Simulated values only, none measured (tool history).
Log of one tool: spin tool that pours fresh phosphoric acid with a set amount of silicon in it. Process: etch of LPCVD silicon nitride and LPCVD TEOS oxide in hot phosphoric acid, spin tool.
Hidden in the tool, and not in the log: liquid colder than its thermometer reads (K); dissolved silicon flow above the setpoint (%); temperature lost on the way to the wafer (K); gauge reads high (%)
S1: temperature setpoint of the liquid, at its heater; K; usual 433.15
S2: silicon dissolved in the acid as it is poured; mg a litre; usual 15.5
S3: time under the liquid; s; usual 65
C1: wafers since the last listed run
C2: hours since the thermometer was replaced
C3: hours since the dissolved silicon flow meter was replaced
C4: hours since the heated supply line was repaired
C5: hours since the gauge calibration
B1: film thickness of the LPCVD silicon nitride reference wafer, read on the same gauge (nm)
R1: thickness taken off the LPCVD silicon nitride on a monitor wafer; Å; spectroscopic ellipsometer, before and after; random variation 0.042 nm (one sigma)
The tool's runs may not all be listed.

run	hour	S1	S2	S3	C1	C2	C3	C4	C5	B1	R1
1	0	433.15	15.5	65	0	406.8	1050.4	2711	130	90	55.4
2	15	433.15	15.5	65	129	421.8	1065.4	2726	145	89.98	55.5
3	33.5	431.65	15.5	65	159	440.3	1083.9	2744.5	163.5	89.94	52.3
4	61	431.65	15.5	65	237	467.8	1111.4	2772	191	89.96	51.6
5	85.8	433.15	15.5	65	213	492.6	1136.2	2796.8	215.8	90.01	54.3
# hour 118.2: dissolved silicon flow meter replaced
6	119.7	433.15	15.5	90	283	526.5	1.5	2830.7	249.7	90	76.2
7	135.5	433.15	15.5	90	136	542.3	17.3	2846.5	265.5	90.02	75.9
8	150.4	430.65	23	65	128	557.2	32.2	2861.4	280.4	90.03	49.9
9	170.4	433.15	9.5	65	172	577.2	52.2	2881.4	300.4	90.02	54.4

Forecast run 10:
10	190.2	430.15	8	35	170	597	72	2901.2	320.2	?	?

B1: 90
R1: 26.4 Å
Without the tool's hidden state the same run would have given R1 28.7 Å.

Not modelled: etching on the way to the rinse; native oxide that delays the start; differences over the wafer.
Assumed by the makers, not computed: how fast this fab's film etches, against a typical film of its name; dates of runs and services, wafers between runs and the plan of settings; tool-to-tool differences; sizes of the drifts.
